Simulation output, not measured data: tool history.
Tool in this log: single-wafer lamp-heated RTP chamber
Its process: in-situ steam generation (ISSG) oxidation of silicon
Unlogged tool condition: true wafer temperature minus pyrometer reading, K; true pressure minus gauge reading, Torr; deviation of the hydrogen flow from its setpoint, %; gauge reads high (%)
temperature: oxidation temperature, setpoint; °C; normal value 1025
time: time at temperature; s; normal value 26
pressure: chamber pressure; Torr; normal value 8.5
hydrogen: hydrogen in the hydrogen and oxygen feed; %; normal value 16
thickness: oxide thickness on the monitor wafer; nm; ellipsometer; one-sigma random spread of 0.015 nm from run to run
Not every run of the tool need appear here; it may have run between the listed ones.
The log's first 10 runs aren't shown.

| run | hour | temperature | time | pressure | hydrogen | wafers since the last listed run | wafers since the last pyrometer calibration | hours since the pressure gauge was zeroed | hours since the hydrogen flow controller was replaced | hours since the gauge calibration | read-back reference wafer on the same gauge, thickness | thickness |
|---|---|---|---|---|---|---|---|---|---|---|---|---|
| 11 | 728.6 | 1025 | 26 | 8.5 | 16 | 542 | 953 | 191.9 | 356.4 | 1891.9 | 4.975 | 5.915 |
| 12 | 807.6 | 1025 | 26 | 8.5 | 22 | 748 | 1702 | 270.9 | 435.4 | 1970.9 | 4.968 | 6.358 |
| 13 | 867.0 | 1010 | 19 | 7.0 | 26 | 563 | 2265 | 330.3 | 494.8 | 2030.3 | 4.968 | 5.314 |
| 14 | 913.0 | 1025 | 26 | 8.5 | 24 | 436 | 2701 | 376.3 | 540.8 | 2076.3 | 4.968 | 6.492 |
| 15 | 1020.6 | 1025 | 26 | 8.0 | 21 | 1020 | 3722 | 483.9 | 648.4 | 2183.9 | 4.969 | 6.368 |
| 16 | 1097.4 | 1025 | 26 | 9.5 | 11 | 728 | 4450 | 560.7 | 725.2 | 2260.7 | 4.972 | 5.510 |
| 17 | 1193.6 | 1025 | 26 | 8.5 | 16 | 912 | 5362 | 656.9 | 821.4 | 2356.9 | 4.974 | 6.008 |
| 18 | 1293.7 | 1045 | 26 | 8.5 | 16 | 949 | 6311 | 757.0 | 921.5 | 2457.0 | 4.972 | 6.702 |
| 19 | 1356.6 | 1032 | 18 | 9.1 | 24 | 596 | 6907 | 819.9 | 984.4 | 2519.9 | 4.965 | 5.640 |
| 20 | 1395.8 | 1038 | 26 | 7.8 | 16 | 371 | 7279 | 859.1 | 1023.6 | 2559.1 | 4.970 | 6.460 |
| 21 | 1435.6 | 1025 | 26 | 9.6 | 16 | 377 | 7656 | 898.9 | 1063.4 | 2598.9 | 4.967 | 5.974 |
|  | 1479.1 | gauge calibrated |
|  | 1497.1 | pyrometer window cleaned and pyrometer calibrated |
| 22 | 1532.8 | 1025 | 26 | 8.5 | 16 | 845 | 338 | 996.1 | 1160.6 | 53.7 | 4.972 | 5.868 |
| 23 | 1618.9 | 1011 | 26 | 8.5 | 19 | 816 | 1154 | 1082.2 | 1246.7 | 139.8 | 4.967 | 5.679 |
| 24 | 1663.5 | 1037 | 26 | 9.6 | 16 | 422 | 1577 | 1126.8 | 1291.3 | 184.4 | 4.967 | 6.205 |
| 25 | 1738.6 | 1016 | 26 | 7.3 | 16 | 712 | 2289 | 1201.9 | 1366.4 | 259.5 | 4.971 | 5.623 |
| 26 | 1800.6 | 1042 | 33 | 8.5 | 16 | 587 | 2877 | 1263.9 | 1428.4 | 321.5 | 4.970 | 7.361 |
| 27 | 1858.3 | 1018 | 26 | 9.7 | 16 | 547 | 3424 | 1321.6 | 1486.1 | 379.2 | 4.967 | 5.621 |
| 28 | 1939.9 | 1025 | 26 | 8.5 | 16 | 773 | 4197 | 1403.2 | 1567.7 | 460.8 | 4.971 | 5.922 |
|  | 1962.4 | pressure gauge zeroed |
| 29 | 2010.6 | 1025 | 26 | 8.5 | 19 | 594 | 4792 | 48.2 | 1638.4 | 531.5 | 4.971 | 6.168 |
| 30 | 2114.4 | 1025 | 26 | 8.5 | 16 | 984 | 5776 | 152.0 | 1742.2 | 635.3 | 4.965 | 5.996 |

Predict each of these 5 candidate next runs independently; none follows another, all start after run 30:
| A | 2114.8 | 1025 | 26 | 8.5 | 16 | 3 | 5780 | 152.4 | 1742.6 | 635.7 | ? | ? |
| B | 2114.8 | 1025 | 26 | 8.5 | 12 | 3 | 5780 | 152.4 | 1742.6 | 635.7 | ? | ? |
| C | 2114.8 | 1006 | 26 | 8.9 | 16 | 3 | 5780 | 152.4 | 1742.6 | 635.7 | ? | ? |
| D | 2114.8 | 1034 | 18 | 7.4 | 25 | 3 | 5780 | 152.4 | 1742.6 | 635.7 | ? | ? |
| E | 2114.8 | 1017 | 16 | 9.9 | 12 | 3 | 5780 | 152.4 | 1742.6 | 635.7 | ? | ? |

| run | read-back reference wafer on the same gauge, thickness | thickness |
|---|---|---|
| A | 4.968 | 5.971 |
| B | 4.968 | 5.624 |
| C | 4.968 | 5.432 |
| D | 4.968 | 5.760 |
| E | 4.968 | 4.174 |
With the hidden condition removed and each run's random variation left untouched, the same runs would have given:
| run | thickness |
|---|---|
| A | 5.879 |
| B | 5.537 |
| C | 5.356 |
| D | 5.673 |
| E | 4.119 |

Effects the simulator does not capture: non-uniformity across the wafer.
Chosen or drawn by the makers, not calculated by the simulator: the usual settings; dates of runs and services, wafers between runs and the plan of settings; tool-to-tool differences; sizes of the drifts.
